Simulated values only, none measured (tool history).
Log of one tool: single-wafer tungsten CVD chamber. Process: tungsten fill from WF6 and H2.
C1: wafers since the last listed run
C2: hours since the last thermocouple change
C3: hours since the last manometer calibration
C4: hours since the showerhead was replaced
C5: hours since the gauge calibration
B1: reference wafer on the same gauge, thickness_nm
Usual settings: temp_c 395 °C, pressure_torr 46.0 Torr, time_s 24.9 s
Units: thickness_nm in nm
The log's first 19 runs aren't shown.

{"run": 20, "hour": 295.7, "temp_c": 395, "pressure_torr": 46.0, "time_s": 24.9, "C1": 287, "C2": 2433.2, "C3": 1234.4, "C4": 81.4, "C5": 95.7, "B1": 99.746, "thickness_nm": 78.186}
{"hour": 307.1, "done": "capacitance manometer re-zeroed and calibrated"}
{"run": 21, "hour": 309.2, "temp_c": 395, "pressure_torr": 46.0, "time_s": 24.9, "C1": 143, "C2": 2446.7, "C3": 2.1, "C4": 94.9, "C5": 109.2, "B1": 99.656, "thickness_nm": 78.258}
{"hour": 341.4, "done": "thermocouple changed; heater temperature recalibrated"}
{"run": 22, "hour": 341.9, "temp_c": 383, "pressure_torr": 53.9, "time_s": 21.5, "C1": 645, "C2": 0.5, "C3": 34.8, "C4": 127.6, "C5": 141.9, "B1": 99.715, "thickness_nm": 57.212}
{"run": 23, "hour": 355.4, "temp_c": 395, "pressure_torr": 46.0, "time_s": 24.9, "C1": 352, "C2": 14.0, "C3": 48.3, "C4": 141.1, "C5": 155.4, "B1": 99.658, "thickness_nm": 73.776}
{"run": 24, "hour": 369.7, "temp_c": 391, "pressure_torr": 53.3, "time_s": 28.5, "C1": 373, "C2": 28.3, "C3": 62.6, "C4": 155.4, "C5": 169.7, "B1": 99.744, "thickness_nm": 86.633}
{"run": 25, "hour": 379.8, "temp_c": 383, "pressure_torr": 46.0, "time_s": 24.9, "C1": 263, "C2": 38.4, "C3": 72.7, "C4": 165.5, "C5": 179.8, "B1": 99.712, "thickness_nm": 59.624}
{"run": 26, "hour": 393.3, "temp_c": 409, "pressure_torr": 56.1, "time_s": 21.3, "C1": 352, "C2": 51.9, "C3": 86.2, "C4": 179.0, "C5": 193.3, "B1": 99.64, "thickness_nm": 89.731}
{"run": 27, "hour": 409.2, "temp_c": 395, "pressure_torr": 56.8, "time_s": 24.9, "C1": 415, "C2": 67.8, "C3": 102.1, "C4": 194.9, "C5": 209.2, "B1": 99.707, "thickness_nm": 83.818}
{"run": 28, "hour": 418.2, "temp_c": 388, "pressure_torr": 46.0, "time_s": 26.4, "C1": 235, "C2": 76.8, "C3": 111.1, "C4": 203.9, "C5": 218.2, "B1": 99.704, "thickness_nm": 69.055}
{"run": 29, "hour": 431.0, "temp_c": 382, "pressure_torr": 34.6, "time_s": 28.5, "C1": 334, "C2": 89.6, "C3": 123.9, "C4": 216.7, "C5": 231.0, "B1": 99.708, "thickness_nm": 54.314}
{"hour": 448.8, "done": "thermocouple changed; heater temperature recalibrated, repeated, since the last time left the tool worse"}
{"run": 30, "hour": 449.3, "temp_c": 395, "pressure_torr": 46.0, "time_s": 24.9, "C1": 269, "C2": 0.5, "C3": 142.2, "C4": 235.0, "C5": 249.3, "B1": 99.712, "thickness_nm": 83.623}
{"run": 31, "hour": 451.8, "temp_c": 395, "pressure_torr": 55.9, "time_s": 19.9, "C1": 65, "C2": 3.0, "C3": 144.7, "C4": 237.5, "C5": 251.8, "B1": 99.7, "thickness_nm": 75.807}
{"run": 32, "hour": 463.9, "temp_c": 402, "pressure_torr": 53.6, "time_s": 21.0, "C1": 316, "C2": 15.1, "C3": 156.8, "C4": 249.6, "C5": 263.9, "B1": 99.697, "thickness_nm": 87.709}
{"run": 33, "hour": 478.5, "temp_c": 404, "pressure_torr": 39.1, "time_s": 29.7, "C1": 381, "C2": 29.7, "C3": 171.4, "C4": 264.2, "C5": 278.5, "B1": 99.761, "thickness_nm": 103.301}
{"run": 34, "hour": 490.1, "temp_c": 395, "pressure_torr": 52.9, "time_s": 29.5, "C1": 303, "C2": 41.3, "C3": 183.0, "C4": 275.8, "C5": 290.1, "B1": 99.695, "thickness_nm": 109.005}

Forecast each of these 3 alternatives for the next run:
{"run": "A", "hour": 490.5, "temp_c": 395, "pressure_torr": 46.0, "time_s": 22.2, "C1": 10, "C2": 41.7, "C3": 183.4, "C4": 276.2, "C5": 290.5, "B1": "?", "thickness_nm": "?"}
{"run": "B", "hour": 490.5, "temp_c": 395, "pressure_torr": 41.2, "time_s": 24.9, "C1": 10, "C2": 41.7, "C3": 183.4, "C4": 276.2, "C5": 290.5, "B1": "?", "thickness_nm": "?"}
{"run": "C", "hour": 490.5, "temp_c": 391, "pressure_torr": 41.0, "time_s": 20.4, "C1": 10, "C2": 41.7, "C3": 183.4, "C4": 276.2, "C5": 290.5, "B1": "?", "thickness_nm": "?"}

run=A B1=99.684 thickness_nm=74.565
run=B B1=99.684 thickness_nm=77.548
run=C B1=99.684 thickness_nm=59.182
Without the tool's hidden state the same runs would have given:
run=A thickness_nm=74.575
run=B thickness_nm=77.559
run=C thickness_nm=59.191

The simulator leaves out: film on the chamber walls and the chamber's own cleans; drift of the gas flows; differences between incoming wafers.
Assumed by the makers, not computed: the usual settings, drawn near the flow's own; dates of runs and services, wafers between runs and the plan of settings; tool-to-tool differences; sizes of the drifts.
